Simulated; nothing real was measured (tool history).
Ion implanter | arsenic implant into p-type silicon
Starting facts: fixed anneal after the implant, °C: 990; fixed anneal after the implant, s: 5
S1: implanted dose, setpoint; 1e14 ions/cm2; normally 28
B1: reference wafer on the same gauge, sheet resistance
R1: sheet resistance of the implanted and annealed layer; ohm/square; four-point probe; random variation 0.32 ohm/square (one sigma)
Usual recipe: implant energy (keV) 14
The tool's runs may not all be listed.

run 1 day=0 | S1=28 implant_energy_(keV)=14 | B1=138.04 | R1=143.41
run 2 day=4.483 | S1=28 implant_energy_(keV)=14 | B1=137.96 | R1=143.65
run 3 day=8.562 | S1=28 implant_energy_(keV)=14 | B1=138.04 | R1=144.07
run 4 day=11.546 | S1=32.94 implant_energy_(keV)=14 | B1=138.01 | R1=140.77
run 5 day=15.708 | S1=32.94 implant_energy_(keV)=14 | B1=137.95 | R1=141.09
run 6 day=20.008 | S1=32.94 implant_energy_(keV)=14 | B1=138.01 | R1=140.78
run 7 day=21.838 | S1=28 implant_energy_(keV)=14 | B1=137.92 | R1=143.66
run 8 day=26.175 | S1=28 implant_energy_(keV)=14 | B1=137.99 | R1=143.22
-- day=26.642 extraction supply calibrated
run 9 day=28.483 | S1=28 implant_energy_(keV)=14 | B1=138.2 | R1=145.21
run 10 day=32.158 | S1=28 implant_energy_(keV)=14 | B1=138.09 | R1=144.68
-- day=33.746 Faraday cup replaced and dose calibrated
run 11 day=40.746 | S1=28 implant_energy_(keV)=14 | B1=137.95 | R1=144.73
run 12 day=42.858 | S1=25.05 implant_energy_(keV)=12 | B1=138.03 | R1=155.16
run 13 day=44.446 | S1=28 implant_energy_(keV)=14 | B1=138.08 | R1=144.26
run 14 day=46.258 | S1=30.34 implant_energy_(keV)=11 | B1=137.98 | R1=156.73
run 15 day=48.762 | S1=21.76 implant_energy_(keV)=12 | B1=137.97 | R1=156.9
run 16 day=50.321 | S1=21.82 implant_energy_(keV)=14 | B1=138.03 | R1=147.68
run 17 day=51.988 | S1=28 implant_energy_(keV)=11 | B1=138.1 | R1=158.01
run 18 day=54.996 | S1=30.67 implant_energy_(keV)=9.5 | B1=138.06 | R1=163.46
-- day=55.308 gauge calibrated
run 19 day=57.592 | S1=31.42 implant_energy_(keV)=17 | B1=137.92 | R1=130.16
run 20 day=59.533 | S1=24.83 implant_energy_(keV)=11 | B1=138.07 | R1=159.57
run 21 day=62.683 | S1=35.47 implant_energy_(keV)=14 | B1=138.05 | R1=139.54
run 22 day=67.054 | S1=32.94 implant_energy_(keV)=14 | B1=137.87 | R1=140.88
run 23 day=69.612 | S1=28 implant_energy_(keV)=17.5 | B1=138 | R1=130.34

Hidden state or all else? Some run-to-run changes of R1, split into what the settings, what came in and random variation would give without the hidden state, and what is left for the hidden state (with any gauge scatter that isn't in both results):
Hidden conditions of the tool in this case: deviation of the true dose from the Faraday cup's reading, %; deviation of the true energy from its setpoint, %; gauge reads high (%).
Run 8 -> 9: extraction supply calibrated. R1 +1.99 ohm/square: hidden state +1.78, all else +0.21.
Run 10 -> 11: Faraday cup replaced and dose calibrated. R1 +0.05 ohm/square: hidden state -0.47, all else +0.52.
Run 18 -> 19: S1 30.67 -> 31.42, implant energy (keV) 9.5 -> 17, gauge calibrated. R1 -33.3 ohm/square: hidden state -0.36, all else -32.94.
Run 19 -> 20: S1 31.42 -> 24.83, implant energy (keV) 17 -> 11. R1 +29.41 ohm/square: hidden state +0.12, all else +29.29.
